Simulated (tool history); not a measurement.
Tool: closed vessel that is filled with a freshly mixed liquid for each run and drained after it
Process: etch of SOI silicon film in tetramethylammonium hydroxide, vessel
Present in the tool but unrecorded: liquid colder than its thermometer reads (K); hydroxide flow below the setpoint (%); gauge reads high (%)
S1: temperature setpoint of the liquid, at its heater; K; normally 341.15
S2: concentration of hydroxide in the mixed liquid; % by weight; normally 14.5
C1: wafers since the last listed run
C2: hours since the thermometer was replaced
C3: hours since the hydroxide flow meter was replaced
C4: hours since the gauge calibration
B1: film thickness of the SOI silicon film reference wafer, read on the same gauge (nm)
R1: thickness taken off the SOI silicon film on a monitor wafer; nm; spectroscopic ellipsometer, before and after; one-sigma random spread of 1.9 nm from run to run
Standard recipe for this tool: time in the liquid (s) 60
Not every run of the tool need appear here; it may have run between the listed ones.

Run 1, hour 0.0: usual settings but time in the liquid (s) 70; C1 0; C2 851.1; C3 2020.2; C4 33.8; B1 29.97. Result: R1 354.44 nm.
Run 2, hour 10.4: usual settings but S1 337.65 K; C1 954; C2 861.5; C3 2030.6; C4 44.2; B1 29.98. Result: R1 241.99 nm.
Run 3, hour 25.3: usual settings; C1 1367; C2 876.4; C3 2045.5; C4 59.1; B1 29.98. Result: R1 300.39 nm.
Run 4, hour 41.4: usual settings but S1 346.15 K, time in the liquid (s) 75; C1 1477; C2 892.5; C3 2061.6; C4 75.2; B1 30.03. Result: R1 498.75 nm.
At hour 52.4: thermometer replaced.
At hour 53.9: hydroxide flow meter replaced.
Run 5, hour 57.5: usual settings but S1 346.15 K, time in the liquid (s) 75; C1 1294; C2 5.1; C3 3.6; C4 91.3; B1 30.00. Result: R1 465.92 nm.
Run 6, hour 70.1: usual settings; C1 1156; C2 17.7; C3 16.2; C4 103.9; B1 29.98. Result: R1 281.06 nm.
At hour 73.8: thermometer replaced, repeated, since the last time left the tool worse.
Run 7, hour 77.1: usual settings; C1 550; C2 3.3; C3 23.2; C4 110.9; B1 29.98. Result: R1 334.86 nm.
At hour 79.5: gauge calibrated.
Run 8, hour 93.3: usual settings but S1 346.15 K, S2 11.5 % by weight, time in the liquid (s) 30; C1 1486; C2 19.5; C3 39.4; C4 13.8; B1 30.02. Result: R1 248.20 nm.
Run 9, hour 109.3: usual settings; C1 1468; C2 35.5; C3 55.4; C4 29.8; B1 30.03. Result: R1 336.15 nm.
Run 10, hour 115.7: usual settings but S1 345.15 K, time in the liquid (s) 40; C1 587; C2 41.9; C3 61.8; C4 36.2; B1 30.00. Result: R1 279.63 nm.
Run 11, hour 130.6: usual settings but S1 338.15 K; C1 1367; C2 56.8; C3 76.7; C4 51.1; B1 30.01. Result: R1 277.41 nm.
Run 12, hour 138.8: usual settings; C1 752; C2 65.0; C3 84.9; C4 59.3; B1 30.02. Result: R1 329.20 nm.
Run 13, hour 145.7: usual settings but S2 11.0 % by weight, time in the liquid (s) 90; C1 633; C2 71.9; C3 91.8; C4 66.2; B1 30.00. Result: R1 561.04 nm.
Run 14, hour 162.1: usual settings but S1 335.65 K, S2 12.5 % by weight, time in the liquid (s) 70; C1 1505; C2 88.3; C3 108.2; C4 82.6; B1 30.00. Result: R1 295.82 nm.
Run 15, hour 168.2: usual settings but S2 11.0 % by weight; C1 559; C2 94.4; C3 114.3; C4 88.7; B1 30.01. Result: R1 371.92 nm.

Branching from run 15: 4 alternative next runs. What would each branch give?
Run A, hour 168.9: usual settings but S1 335.65 K; C1 64; C2 95.1; C3 115.0; C4 89.4; B1 ?. Result: R1 ?.
Run B, hour 168.9: usual settings but S2 10.0 % by weight; C1 64; C2 95.1; C3 115.0; C4 89.4; B1 ?. Result: R1 ?.
Run C, hour 168.9: usual settings but S1 344.65 K; C1 64; C2 95.1; C3 115.0; C4 89.4; B1 ?. Result: R1 ?.
Run D, hour 168.9: usual settings but S1 344.15 K; C1 64; C2 95.1; C3 115.0; C4 89.4; B1 ?. Result: R1 ?.

run     B1      R1
  A  29.99  238.76
  B  29.99  388.50
  C  29.99  409.43
  D  29.99  397.64
The same runs, with their run-to-run variation unchanged, on a tool lacking any hidden condition would have given:
run      R1
  A  245.90
  B  399.75
  C  421.05
  D  408.95
